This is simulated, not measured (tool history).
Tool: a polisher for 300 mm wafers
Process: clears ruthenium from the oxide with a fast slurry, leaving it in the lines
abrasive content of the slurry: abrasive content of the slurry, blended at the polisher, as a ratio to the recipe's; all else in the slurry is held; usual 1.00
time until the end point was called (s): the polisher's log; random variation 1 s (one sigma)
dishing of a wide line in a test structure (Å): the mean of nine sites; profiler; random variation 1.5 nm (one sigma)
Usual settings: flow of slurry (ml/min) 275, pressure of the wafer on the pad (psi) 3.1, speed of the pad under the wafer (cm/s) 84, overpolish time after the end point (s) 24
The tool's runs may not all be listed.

run    hour  flow of slurry (ml/min)  pressure of the wafer on the pad (psi)  speed of the pad under the wafer (cm/s)  abrasive content of the slurry  overpolish time after the end point (s)  wafers since the last listed run  wafers polished on this pad  hours since the slurry nozzle was cleaned  hours since the head pressure was calibrated  hours since the slurry blender was calibrated  incoming thickness of the incoming film, nm  time until the end point was called (s)  dishing of a wide line in a test structure (Å)
  1     0.0                      345                                     3.1                                       84                            1.00                                       24                                 0                         7287                                      240.3                                         966.6                                          518.1                                        262.0                                     54.3                                             835
  2    86.0                      275                                     3.1                                       70                            1.00                                       24                              1114                         8402                                      326.3                                        1052.6                                          604.1                                        261.8                                     61.4                                             778
      151.0  -- worn pad replaced by a new one
  3   162.5                      275                                     3.1                                       70                            1.00                                       24                               939                          148                                      402.8                                        1129.1                                          680.6                                        262.3                                     62.7                                             756
  4   233.3                      275                                     3.1                                       84                            1.25                                       18                               917                         1066                                      473.6                                        1199.9                                          751.4                                        262.6                                     50.9                                             737
      248.8  -- slurry blender recalibrated
      298.4  -- head pressure recalibrated
  5   337.7                      275                                     2.3                                       84                            1.30                                       10                              1301                         2367                                      578.0                                          39.3                                           88.9                                        262.3                                     65.1                                             333
  6   378.3                      275                                     3.1                                       84                            1.00                                       24                               526                         2893                                      618.6                                          79.9                                          129.5                                        262.5                                     57.6                                             816
  7   417.1                      335                                     3.1                                       84                            1.00                                       24                               502                         3396                                      657.4                                         118.7                                          168.3                                        255.1                                     55.5                                             809
      498.2  -- slurry nozzle cleaned
  8   519.5                      275                                     3.1                                       84                            1.00                                       24                              1314                         4710                                       21.3                                         221.1                                          270.7                                        261.4                                     57.4                                             835
  9   585.9                      275                                     3.9                                       84                            1.20                                       24                               860                         5570                                       87.7                                         287.5                                          337.1                                        259.8                                     42.2                                            1011
 10   693.4                      275                                     3.1                                       84                            1.00                                       24                              1393                         6963                                      195.2                                         395.0                                          444.6                                        259.7                                     54.4                                             835
 11   730.0                      275                                     2.8                                       84                            1.00                                       16                               474                         7438                                      231.8                                         431.6                                          481.2                                        264.9                                     60.8                                             557
      748.4  -- worn pad replaced by a new one
 12   769.8                      275                                     3.1                                       60                            1.00                                       24                               463                          277                                      271.6                                         471.4                                          521.0                                        259.6                                     68.6                                             688
 13   818.1                      275                                     3.1                                       84                            1.00                                       24                               625                          903                                      319.9                                         519.7                                          569.3                                        259.4                                     54.3                                             845
 14   918.5                      275                                     3.1                                       84                            1.00                                       24                              1301                         2204                                      420.3                                         620.1                                          669.7                                        262.9                                     53.2                                             854
 15   970.0                      275                                     3.1                                       84                            1.20                                       24                               667                         2871                                      471.8                                         671.6                                          721.2                                        260.2                                     49.7                                             870
     1021.7  -- slurry blender recalibrated
 16  1070.3                      275                                     3.1                                       98                            1.00                                       15                              1273                         4145                                      572.1                                         771.9                                           48.6                                        258.7                                     47.7                                             647
     1112.7  -- slurry nozzle cleaned
 17  1135.3                      275                                     3.1                                       84                            0.80                                       24                               829                         4975                                       22.6                                         836.9                                          113.6                                        264.2                                     58.9                                             795
 18  1222.0                      275                                     3.1                                       84                            1.00                                       24                              1123                         6098                                      109.3                                         923.6                                          200.3                                        259.5                                     53.5                                             865
 19  1313.3                      275                                     3.1                                       84                            0.90                                       24                              1183                         7281                                      200.6                                        1014.9                                          291.6                                        255.3                                     55.3                                             830
 20  1388.7                      275                                     2.8                                       84                            1.00                                       24                               977                         8259                                      276.0                                        1090.3                                          367.0                                        258.3                                     57.9                                             805
     1404.4  -- worn pad replaced by a new one
 21  1432.6                      275                                     4.1                                      110                            1.00                                       24                               517                          365                                      319.9                                        1134.2                                          410.9                                        255.7                                     33.4                                            1186
 22  1486.9                      275                                     3.1                                       84                            1.00                                       24                               703                         1068                                      374.2                                        1188.5                                          465.2                                        259.6                                     53.4                                             863
 23  1529.8                      340                                     2.4                                       84                            1.00                                       24                               555                         1624                                      417.1                                        1231.4                                          508.1                                        259.1                                     62.3                                             736
 24  1582.2                      275                                     3.1                                       84                            1.00                                       24                               679                         2303                                      469.5                                        1283.8                                          560.5                                        259.9                                     52.0                                             851
     1607.4  -- head pressure recalibrated
 25  1633.6                      245                                     3.1                                       94                            1.00                                       24                               640                         2944                                      520.9                                          26.2                                          611.9                                        259.5                                     53.4                                             839
     1695.4  -- slurry nozzle cleaned
 26  1698.0                      275                                     3.1                                       64                            1.10                                       24                               821                         3765                                        2.6                                          90.6                                          676.3                                        262.1                                     68.9                                             711
     1700.9  -- slurry blender recalibrated
 27  1768.2                      205                                     2.2                                       84                            0.80                                       18                               883                         4649                                       72.8                                         160.8                                           67.3                                        261.2                                     80.9                                             467
 28  1842.0                      275                                     3.1                                       62                            1.00                                       31                               956                         5605                                      146.6                                         234.6                                          141.1                                        262.0                                     69.0                                             849

The same runs without the tool's hidden state, with the same run-to-run variation:
The hidden state here: removal rate lost through wear of the pad, %; slurry flow missing at the pad, %; deviation of the head's pressure from its setpoint, %; abrasive missing from the slurry, %.
run  time until the end point was called (s)  dishing of a wide line in a test structure (Å)
  1                                     58.7                                             785
  2                                     66.6                                             729
  3                                     68.0                                             707
  4                                     55.2                                             688
  5                                     66.0                                             329
  6                                     58.8                                             802
  7                                     57.0                                             791
  8                                     59.8                                             807
  9                                     44.3                                             975
 10                                     57.7                                             797
 11                                     64.7                                             528
 12                                     73.2                                             651
 13                                     58.1                                             800
 14                                     57.2                                             805
 15                                     53.6                                             820
 16                                     51.7                                             604
 17                                     64.0                                             743
 18                                     58.3                                             808
 19                                     60.3                                             773
 20                                     63.3                                             749
 21                                     36.5                                            1113
 22                                     58.4                                             803
 23                                     68.3                                             683
 24                                     57.0                                             790
 25                                     53.4                                             838
 26                                     69.8                                             703
 27                                     82.9                                             457
 28                                     71.3                                             826
